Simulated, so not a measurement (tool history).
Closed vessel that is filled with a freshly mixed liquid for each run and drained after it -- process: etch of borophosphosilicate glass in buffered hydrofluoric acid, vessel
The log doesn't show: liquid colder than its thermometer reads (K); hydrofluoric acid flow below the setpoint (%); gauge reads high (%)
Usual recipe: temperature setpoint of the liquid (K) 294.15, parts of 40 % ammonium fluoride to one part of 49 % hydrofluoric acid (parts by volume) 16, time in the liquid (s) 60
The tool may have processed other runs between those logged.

run	day	temperature setpoint of the liquid (K)	parts of 40 % ammonium fluoride to one part of 49 % hydrofluoric acid (parts by volume)	time in the liquid (s)	wafers since the last listed run	hours since the thermometer was replaced	hours since the hydrofluoric acid flow meter was replaced	hours since the gauge calibration	read-back film thickness of the borophosphosilicate glass reference wafer, read on the same gauge (nm)	thickness taken off the borophosphosilicate glass on a monitor wafer (angstrom)
1	0	294.15	16	60	0	945.2	863.5	83.7	70.09	689.3
2	0.717	294.15	16	60	1966	962.4	880.7	100.9	70.01	704.3
3	1.946	294.15	16	60	3372	991.9	910.2	130.4	70	696.1
4	3.2	294.15	16	60	3441	1022	940.3	160.5	69.99	699.2
5	4.033	294.15	16	60	2286	1042	960.3	180.5	69.96	709.5
6	6.525	294.15	16	60	6836	1101.8	1020.1	240.3	69.84	707.8
7	7.104	294.15	16	60	1589	1115.7	1034	254.2	69.78	700.1
8	8.158	294.15	16	60	2892	1141	1059.3	279.5	69.78	707.6
9	9.842	294.15	16	60	4618	1181.4	1099.7	319.9	69.62	693.8
10	10.408	294.15	16	60	1554	1195	1113.3	333.5	69.55	700.9
11	13.571	294.15	16	60	8677	1270.9	1189.2	409.4	69.32	695.9
# day 14.429: hydrofluoric acid flow meter replaced
12	14.758	294.15	16	60	3144	1299.4	7.9	437.9	69.22	696.1
13	15.838	294.15	12.5	60	2961	1325.3	33.8	463.8	69.08	890
14	16.342	294.15	13.5	45	1383	1337.4	45.9	475.9	69.05	608.2
15	17.804	294.15	16	60	4012	1372.5	81	511	68.9	682.8
16	18.496	294.15	16	60	1897	1389.1	97.6	527.6	68.77	686.4
17	19.771	290.15	16	30	3498	1419.7	128.2	558.2	68.62	273.6

For run 18, what comes out?
# day 20.625: thermometer replaced
# day 21.071: gauge calibrated
18	21.104	294.15	16	60	3544	11.5	160.2	0.8	?	?

{"run 18": {"read-back film thickness of the borophosphosilicate glass reference wafer, read on the same gauge (nm)": 70.23, "thickness taken off the borophosphosilicate glass on a monitor wafer (angstrom)": 692.5}}
With the hidden condition absent and the run-to-run variation left alone, this run would have shown thickness taken off the borophosphosilicate glass on a monitor wafer (angstrom) 690.7.
